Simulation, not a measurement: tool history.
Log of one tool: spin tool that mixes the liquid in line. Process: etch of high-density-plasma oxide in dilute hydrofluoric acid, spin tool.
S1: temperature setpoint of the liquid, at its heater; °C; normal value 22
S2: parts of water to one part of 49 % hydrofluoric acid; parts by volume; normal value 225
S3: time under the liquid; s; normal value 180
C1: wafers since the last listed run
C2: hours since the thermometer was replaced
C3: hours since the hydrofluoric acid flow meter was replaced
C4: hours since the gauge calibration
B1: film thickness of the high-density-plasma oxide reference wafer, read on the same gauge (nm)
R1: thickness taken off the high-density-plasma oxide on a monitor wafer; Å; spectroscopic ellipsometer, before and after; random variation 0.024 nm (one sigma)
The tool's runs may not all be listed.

{"run": 1, "hour": 0.0, "S1": 22, "S2": 225, "S3": 180, "C1": 0, "C2": 540, "C3": 771.3, "C4": 971.5, "B1": 79.98, "R1": 57}
{"run": 2, "hour": 70.0, "S1": 22, "S2": 225, "S3": 180, "C1": 663, "C2": 610, "C3": 841.3, "C4": 1041.5, "B1": 80.02, "R1": 57.2}
{"run": 3, "hour": 152.4, "S1": 22, "S2": 225, "S3": 180, "C1": 781, "C2": 692.4, "C3": 923.7, "C4": 1123.9, "B1": 80, "R1": 57.6}
{"run": 4, "hour": 227.3, "S1": 22, "S2": 225, "S3": 180, "C1": 710, "C2": 767.3, "C3": 998.6, "C4": 1198.8, "B1": 80, "R1": 57.4}
{"run": 5, "hour": 293.5, "S1": 22, "S2": 165, "S3": 180, "C1": 627, "C2": 833.5, "C3": 1064.8, "C4": 1265, "B1": 79.98, "R1": 82.6}
{"run": 6, "hour": 385.1, "S1": 22, "S2": 165, "S3": 180, "C1": 868, "C2": 925.1, "C3": 1156.4, "C4": 1356.6, "B1": 80, "R1": 83.6}
{"run": 7, "hour": 471.4, "S1": 22, "S2": 225, "S3": 180, "C1": 818, "C2": 1011.4, "C3": 1242.7, "C4": 1442.9, "B1": 79.99, "R1": 57.6}
{"hour": 502.1, "done": "hydrofluoric acid flow meter replaced"}
{"run": 8, "hour": 523.0, "S1": 22, "S2": 225, "S3": 180, "C1": 479, "C2": 1063, "C3": 20.9, "C4": 1494.5, "B1": 80.01, "R1": 55}
{"hour": 557.7, "done": "thermometer replaced"}
{"run": 9, "hour": 586.7, "S1": 26, "S2": 155, "S3": 245, "C1": 594, "C2": 29, "C3": 84.6, "C4": 1558.2, "B1": 79.98, "R1": 141.8}
{"run": 10, "hour": 670.6, "S1": 26, "S2": 280, "S3": 180, "C1": 795, "C2": 112.9, "C3": 168.5, "C4": 1642.1, "B1": 80.03, "R1": 50.1}
{"run": 11, "hour": 869.0, "S1": 22, "S2": 225, "S3": 180, "C1": 1880, "C2": 311.3, "C3": 366.9, "C4": 1840.5, "B1": 80.01, "R1": 57.2}
{"run": 12, "hour": 961.7, "S1": 22, "S2": 225, "S3": 180, "C1": 878, "C2": 404, "C3": 459.6, "C4": 1933.2, "B1": 80.01, "R1": 57.5}
{"run": 13, "hour": 1009.6, "S1": 22, "S2": 225, "S3": 90, "C1": 454, "C2": 451.9, "C3": 507.5, "C4": 1981.1, "B1": 80.01, "R1": 28.5}
{"run": 14, "hour": 1111.6, "S1": 22, "S2": 300, "S3": 180, "C1": 967, "C2": 553.9, "C3": 609.5, "C4": 2083.1, "B1": 79.98, "R1": 39.9}
{"run": 15, "hour": 1216.6, "S1": 26, "S2": 155, "S3": 245, "C1": 995, "C2": 658.9, "C3": 714.5, "C4": 2188.1, "B1": 80.02, "R1": 142.4}
{"hour": 1244.9, "done": "gauge calibrated"}
{"run": 16, "hour": 1292.5, "S1": 19.5, "S2": 225, "S3": 120, "C1": 719, "C2": 734.8, "C3": 790.4, "C4": 47.6, "B1": 80, "R1": 34.5}
{"run": 17, "hour": 1346.3, "S1": 22, "S2": 225, "S3": 180, "C1": 510, "C2": 788.6, "C3": 844.2, "C4": 101.4, "B1": 79.99, "R1": 57.5}
{"run": 18, "hour": 1385.9, "S1": 18, "S2": 225, "S3": 270, "C1": 375, "C2": 828.2, "C3": 883.8, "C4": 141, "B1": 80.02, "R1": 73.8}
{"hour": 1475.7, "done": "hydrofluoric acid flow meter replaced"}
{"run": 19, "hour": 1489.8, "S1": 19, "S2": 180, "S3": 145, "C1": 975, "C2": 932.1, "C3": 14.1, "C4": 244.9, "B1": 79.98, "R1": 51.9}
{"run": 20, "hour": 1591.1, "S1": 22, "S2": 145, "S3": 285, "C1": 960, "C2": 1033.4, "C3": 115.4, "C4": 346.2, "B1": 80.02, "R1": 147.1}
{"hour": 1621.9, "done": "thermometer replaced"}
{"run": 21, "hour": 1670.0, "S1": 25.5, "S2": 320, "S3": 255, "C1": 738, "C2": 48.1, "C3": 194.3, "C4": 425.1, "B1": 80.01, "R1": 58.7}
{"run": 22, "hour": 1914.8, "S1": 22, "S2": 295, "S3": 80, "C1": 2320, "C2": 292.9, "C3": 439.1, "C4": 669.9, "B1": 80.02, "R1": 18.2}
{"run": 23, "hour": 1956.8, "S1": 17.5, "S2": 155, "S3": 180, "C1": 398, "C2": 334.9, "C3": 481.1, "C4": 711.9, "B1": 80, "R1": 75.1}
{"run": 24, "hour": 2023.2, "S1": 22, "S2": 225, "S3": 180, "C1": 629, "C2": 401.3, "C3": 547.5, "C4": 778.3, "B1": 79.99, "R1": 57.4}
{"run": 25, "hour": 2083.1, "S1": 20, "S2": 270, "S3": 290, "C1": 567, "C2": 461.2, "C3": 607.4, "C4": 838.2, "B1": 80.03, "R1": 69.1}
{"run": 26, "hour": 2183.0, "S1": 20.5, "S2": 225, "S3": 270, "C1": 947, "C2": 561.1, "C3": 707.3, "C4": 938.1, "B1": 80, "R1": 81.4}
{"run": 27, "hour": 2252.7, "S1": 19.5, "S2": 265, "S3": 135, "C1": 660, "C2": 630.8, "C3": 777, "C4": 1007.8, "B1": 80, "R1": 32.2}
{"run": 28, "hour": 2336.8, "S1": 26, "S2": 275, "S3": 120, "C1": 797, "C2": 714.9, "C3": 861.1, "C4": 1091.9, "B1": 80.02, "R1": 34.6}
{"run": 29, "hour": 2433.0, "S1": 26.5, "S2": 285, "S3": 145, "C1": 912, "C2": 811.1, "C3": 957.3, "C4": 1188.1, "B1": 80, "R1": 40.4}
{"run": 30, "hour": 2489.1, "S1": 22, "S2": 285, "S3": 250, "C1": 531, "C2": 867.2, "C3": 1013.4, "C4": 1244.2, "B1": 79.98, "R1": 59.9}
{"run": 31, "hour": 2581.4, "S1": 25, "S2": 140, "S3": 180, "C1": 875, "C2": 959.5, "C3": 1105.7, "C4": 1336.5, "B1": 80.02, "R1": 114}

What if the next run were any one of these 5? Each begins from the tool's condition after run 31:
{"run": "A", "hour": 2581.9, "S1": 22, "S2": 265, "S3": 180, "C1": 4, "C2": 960, "C3": 1106.2, "C4": 1337, "B1": "?", "R1": "?"}
{"run": "B", "hour": 2581.9, "S1": 19, "S2": 140, "S3": 180, "C1": 4, "C2": 960, "C3": 1106.2, "C4": 1337, "B1": "?", "R1": "?"}
{"run": "C", "hour": 2581.9, "S1": 22, "S2": 225, "S3": 115, "C1": 4, "C2": 960, "C3": 1106.2, "C4": 1337, "B1": "?", "R1": "?"}
{"run": "D", "hour": 2581.9, "S1": 20, "S2": 255, "S3": 150, "C1": 4, "C2": 960, "C3": 1106.2, "C4": 1337, "B1": "?", "R1": "?"}
{"run": "E", "hour": 2581.9, "S1": 20.5, "S2": 225, "S3": 180, "C1": 4, "C2": 960, "C3": 1106.2, "C4": 1337, "B1": "?", "R1": "?"}

run=A B1=80.03 R1=47
run=B B1=80.03 R1=89.1
run=C B1=80.03 R1=36.7
run=D B1=80.03 R1=38.1
run=E B1=80.03 R1=54.3
Without the tool's unlogged condition, the same runs would have read:
run=A R1=46.1
run=B R1=88.1
run=C R1=36.1
run=D R1=37.5
run=E R1=53.4
